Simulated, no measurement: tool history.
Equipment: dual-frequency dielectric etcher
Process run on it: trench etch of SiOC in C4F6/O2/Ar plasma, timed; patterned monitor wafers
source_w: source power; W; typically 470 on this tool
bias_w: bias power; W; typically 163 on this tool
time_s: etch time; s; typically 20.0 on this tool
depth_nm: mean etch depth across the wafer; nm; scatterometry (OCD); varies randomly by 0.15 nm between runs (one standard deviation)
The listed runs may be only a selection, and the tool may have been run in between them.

| run | hour | source_w | bias_w | time_s | wafers since the last listed run | hours since the last wet clean | hours since the last source power generator calibration | hours since the last bias power generator calibration | hours since the last upper electrode change | hours since the gauge calibration | read-back reference wafer on the same gauge, depth_nm | depth_nm |
|---|---|---|---|---|---|---|---|---|---|---|---|---|
| 1 | 0.0 | 470 | 163 | 20.0 | 0 | 228.7 | 2127.3 | 4025.4 | 2921.0 | 372.6 | 39.92 | 42.08 |
| 2 | 27.4 | 470 | 163 | 20.0 | 627 | 256.1 | 2154.7 | 4052.8 | 2948.4 | 400.0 | 39.94 | 41.84 |
| 3 | 60.1 | 470 | 163 | 20.0 | 748 | 288.8 | 2187.4 | 4085.5 | 2981.1 | 432.7 | 39.97 | 42.29 |
|  | 72.1 | gauge calibrated |
| 4 | 91.2 | 470 | 153 | 20.0 | 711 | 319.9 | 2218.5 | 4116.6 | 3012.2 | 19.1 | 39.91 | 41.32 |
| 5 | 118.3 | 470 | 154 | 20.0 | 620 | 347.0 | 2245.6 | 4143.7 | 3039.3 | 46.2 | 39.91 | 41.65 |
| 6 | 146.3 | 470 | 163 | 20.0 | 640 | 375.0 | 2273.6 | 4171.7 | 3067.3 | 74.2 | 39.95 | 42.03 |
| 7 | 190.3 | 470 | 163 | 20.0 | 1007 | 419.0 | 2317.6 | 4215.7 | 3111.3 | 118.2 | 39.85 | 42.46 |
|  | 226.0 | wet clean of the chamber |
| 8 | 237.5 | 470 | 163 | 20.0 | 531 | 11.5 | 2364.8 | 4262.9 | 3158.5 | 165.4 | 39.91 | 41.77 |
| 9 | 268.2 | 470 | 163 | 19.0 | 702 | 42.2 | 2395.5 | 4293.6 | 3189.2 | 196.1 | 39.92 | 39.75 |
|  | 273.9 | source power generator calibrated |
|  | 304.5 | bias power generator calibrated |
| 10 | 338.7 | 470 | 189 | 16.5 | 1430 | 112.7 | 64.8 | 34.2 | 3259.7 | 266.6 | 39.85 | 35.90 |
| 11 | 383.2 | 470 | 189 | 16.5 | 1018 | 157.2 | 109.3 | 78.7 | 3304.2 | 311.1 | 39.87 | 36.08 |
|  | 433.9 | upper electrode replaced |
| 12 | 434.4 | 410 | 163 | 20.0 | 622 | 208.4 | 160.5 | 129.9 | 0.5 | 362.3 | 39.91 | 40.58 |
| 13 | 478.2 | 470 | 152 | 23.0 | 1002 | 252.2 | 204.3 | 173.7 | 44.3 | 406.1 | 39.97 | 47.54 |
|  | 524.6 | gauge calibrated |
| 14 | 537.0 | 470 | 163 | 20.0 | 1346 | 311.0 | 263.1 | 232.5 | 103.1 | 12.4 | 39.96 | 42.23 |
| 15 | 578.4 | 570 | 137 | 23.5 | 947 | 352.4 | 304.5 | 273.9 | 144.5 | 53.8 | 39.92 | 50.31 |
| 16 | 627.4 | 500 | 198 | 20.0 | 1121 | 401.4 | 353.5 | 322.9 | 193.5 | 102.8 | 39.93 | 45.34 |
|  | 676.1 | wet clean of the chamber |
| 17 | 676.6 | 470 | 137 | 22.5 | 576 | 0.5 | 402.7 | 372.1 | 242.7 | 152.0 | 39.84 | 44.71 |
| 18 | 739.2 | 470 | 163 | 20.0 | 1433 | 63.1 | 465.3 | 434.7 | 305.3 | 214.6 | 39.91 | 42.12 |

5 options for the next run, each taken on its own from the tool as it stands now. Forecast them:
| A | 739.6 | 470 | 163 | 20.0 | 9 | 63.5 | 465.7 | 435.1 | 305.7 | 215.0 | ? | ? |
| B | 739.6 | 470 | 136 | 20.0 | 9 | 63.5 | 465.7 | 435.1 | 305.7 | 215.0 | ? | ? |
| C | 739.6 | 470 | 173 | 15.5 | 9 | 63.5 | 465.7 | 435.1 | 305.7 | 215.0 | ? | ? |
| D | 739.6 | 470 | 163 | 15.0 | 9 | 63.5 | 465.7 | 435.1 | 305.7 | 215.0 | ? | ? |
| E | 739.6 | 470 | 188 | 20.0 | 9 | 63.5 | 465.7 | 435.1 | 305.7 | 215.0 | ? | ? |

| run | read-back reference wafer on the same gauge, depth_nm | depth_nm |
|---|---|---|
| A | 39.94 | 41.69 |
| B | 39.94 | 39.67 |
| C | 39.94 | 32.86 |
| D | 39.94 | 31.27 |
| E | 39.94 | 43.43 |
Take away the tool's hidden state, keep each run's random variation, and the runs would have read:
| run | depth_nm |
|---|---|
| A | 41.60 |
| B | 39.59 |
| C | 32.79 |
| D | 31.20 |
| E | 43.34 |
